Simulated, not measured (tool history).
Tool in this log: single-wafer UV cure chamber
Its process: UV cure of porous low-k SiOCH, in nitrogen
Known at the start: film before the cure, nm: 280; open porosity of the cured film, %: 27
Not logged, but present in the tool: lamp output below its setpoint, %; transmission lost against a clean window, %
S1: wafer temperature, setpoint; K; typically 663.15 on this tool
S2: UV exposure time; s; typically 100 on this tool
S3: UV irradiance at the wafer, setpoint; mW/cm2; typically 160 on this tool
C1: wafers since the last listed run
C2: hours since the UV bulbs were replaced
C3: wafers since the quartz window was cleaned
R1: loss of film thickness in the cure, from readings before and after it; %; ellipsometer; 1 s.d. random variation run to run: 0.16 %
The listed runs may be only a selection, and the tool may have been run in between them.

Run 1, day 0: usual settings but S3 174 mW/cm2; C1 0; C2 1531.1; C3 944. Result: R1 9.727 %.
Run 2, day 2.908: usual settings; C1 442; C2 1600.9; C3 1387. Result: R1 9.547 %.
Run 3, day 7.196: usual settings but S2 55 s; C1 652; C2 1703.8; C3 2040. Result: R1 6.36 %.
Run 4, day 11.079: usual settings but S2 55 s; C1 591; C2 1797; C3 2631. Result: R1 6.183 %.
Run 5, day 12.592: usual settings but S2 55 s; C1 230; C2 1833.3; C3 2861. Result: R1 6.296 %.
At day 14.1: quartz window cleaned.
Run 6, day 14.258: usual settings but S1 679.15 K, S3 134 mW/cm2; C1 203; C2 1873.3; C3 24. Result: R1 9.275 %.
Run 7, day 18.688: usual settings but S1 679.15 K, S3 134 mW/cm2; C1 674; C2 1979.6; C3 698. Result: R1 9.032 %.
Run 8, day 23.021: usual settings; C1 659; C2 2083.6; C3 1358. Result: R1 9.237 %.
Run 9, day 24.912: usual settings but S2 125 s, S3 131 mW/cm2; C1 288; C2 2129; C3 1646. Result: R1 9.395 %.
Run 10, day 28.808: usual settings but S1 649.15 K, S2 155 s, S3 197 mW/cm2; C1 593; C2 2222.5; C3 2239. Result: R1 12.113 %.
At day 30.8: UV bulbs replaced.
Run 11, day 33.179: usual settings but S2 45 s; C1 614; C2 57.1; C3 2854. Result: R1 6.805 %.
At day 36.562: quartz window cleaned.
Run 12, day 36.583: usual settings but S1 658.15 K, S3 134 mW/cm2; C1 467; C2 138.8; C3 2. Result: R1 10.789 %.
Run 13, day 40.171: usual settings but S1 655.15 K, S2 45 s, S3 182 mW/cm2; C1 546; C2 224.9; C3 549. Result: R1 7.483 %.
Run 14, day 44.358: usual settings; C1 637; C2 325.4; C3 1186. Result: R1 10.3 %.
Run 15, day 46.071: usual settings; C1 260; C2 366.5; C3 1447. Result: R1 10.223 %.
Run 16, day 53.529: usual settings but S3 189 mW/cm2; C1 1135; C2 545.5; C3 2583. Result: R1 10.58 %.
At day 56.525: quartz window cleaned.
Run 17, day 62.754: usual settings but S1 671.15 K, S2 80 s, S3 175 mW/cm2; C1 1354; C2 766.9; C3 948. Result: R1 9.555 %.
Run 18, day 65.95: usual settings but S1 672.15 K, S2 55 s, S3 149 mW/cm2; C1 486; C2 843.6; C3 1435. Result: R1 6.845 %.

What if the next run were any one of these 3? Each begins from the tool's condition after run 18:
Run A, day 65.967: usual settings but S2 120 s; C1 2; C2 844; C3 1437. Result: R1 ?.
Run B, day 65.967: usual settings but S1 643.15 K, S2 75 s; C1 2; C2 844; C3 1437. Result: R1 ?.
Run C, day 65.967: usual settings but S1 676.15 K, S2 155 s, S3 194 mW/cm2; C1 2; C2 844; C3 1437. Result: R1 ?.

run      R1
  A  10.657
  B   7.997
  C  13.177
With the hidden condition removed and each run's random variation left untouched, the same runs would have given:
run      R1
  A  13.166
  B  10.388
  C  15.806
